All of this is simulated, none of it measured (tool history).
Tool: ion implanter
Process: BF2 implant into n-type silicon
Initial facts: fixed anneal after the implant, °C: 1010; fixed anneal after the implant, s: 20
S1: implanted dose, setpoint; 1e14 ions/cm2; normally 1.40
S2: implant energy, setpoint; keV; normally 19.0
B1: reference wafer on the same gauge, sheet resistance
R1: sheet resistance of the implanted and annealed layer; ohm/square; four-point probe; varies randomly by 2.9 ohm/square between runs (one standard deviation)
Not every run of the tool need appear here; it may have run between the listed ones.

run	day	S1	S2	B1	R1
1	0.000	1.07	19.0	774.41	979.39
2	0.296	1.07	19.0	774.98	980.07
3	0.775	1.40	19.0	774.30	775.24
4	1.146	1.40	19.0	775.30	779.93
5	1.808	1.29	20.5	773.91	818.41
6	2.479	1.29	20.5	774.86	824.89
7	3.083	1.29	20.5	775.96	826.48
8	3.817	1.40	19.0	773.57	778.16
9	4.308	1.40	19.0	775.49	780.57
10	4.771	1.40	19.0	774.79	775.54
11	5.371	1.18	19.0	776.03	903.74
12	5.646	1.18	19.0	775.42	899.41
13	6.188	1.40	19.0	775.70	776.97
14	6.704	1.40	19.0	774.17	782.82
15	7.317	1.06	23.0	774.86	952.12
16	7.633	1.53	19.0	774.26	724.75
17	8.325	1.14	15.0	774.80	963.65
18	8.971	1.40	19.0	776.53	783.31
# day 9.646: extraction supply calibrated
19	11.050	1.40	24.0	774.88	756.97
20	11.679	1.75	13.0	773.30	674.57
21	12.317	1.40	19.0	774.18	787.56
# day 12.825: gauge calibrated
22	12.983	1.20	16.5	775.64	909.12
23	13.346	1.16	24.0	775.05	887.61
# day 14.092: Faraday cup replaced and dose calibrated
24	14.112	1.51	23.5	774.83	701.37
25	14.512	1.17	13.0	774.76	940.02
26	14.892	1.18	19.0	773.20	884.15
27	15.388	1.71	16.5	774.18	652.65
28	16.092	1.12	24.0	774.37	895.73
29	16.492	1.40	13.5	775.88	802.99
30	16.800	1.29	21.5	774.10	813.08
31	17.296	1.60	25.5	775.05	662.30
32	17.671	1.27	13.0	775.80	881.90
33	18.296	1.12	17.0	774.90	949.65
34	20.442	1.63	22.0	776.57	665.83
35	21.171	1.40	19.0	774.52	770.70
36	21.546	1.20	13.0	774.68	927.57

Below, some changes in R1 between adjacent runs. For each, the amount present without the hidden state too (settings, incoming material, random variation) and the amount remaining for the hidden state with gauge scatter not shared by both compared results:
Hidden state at play: deviation of the true dose from the Faraday cup's reading, %; deviation of the true energy from its setpoint, %; gauge reads high (%).
Run 16 -> 17: S1 1.53 -> 1.14, S2 19.0 -> 15.0. R1 +238.90 ohm/square: hidden state +4.87, all else +234.03.
Run 21 -> 22: S1 1.40 -> 1.20, S2 19.0 -> 16.5, gauge calibrated. R1 +121.56 ohm/square: hidden state +3.24, all else +118.32.
Run 23 -> 24: S1 1.16 -> 1.51, S2 24.0 -> 23.5, Faraday cup replaced and dose calibrated. R1 -186.24 ohm/square: hidden state -18.23, all else -168.01.
Run 27 -> 28: S1 1.71 -> 1.12, S2 16.5 -> 24.0. R1 +243.08 ohm/square: hidden state +1.25, all else +241.83.
Run 33 -> 34: S1 1.12 -> 1.63, S2 17.0 -> 22.0. R1 -283.82 ohm/square: hidden state -0.50, all else -283.32.

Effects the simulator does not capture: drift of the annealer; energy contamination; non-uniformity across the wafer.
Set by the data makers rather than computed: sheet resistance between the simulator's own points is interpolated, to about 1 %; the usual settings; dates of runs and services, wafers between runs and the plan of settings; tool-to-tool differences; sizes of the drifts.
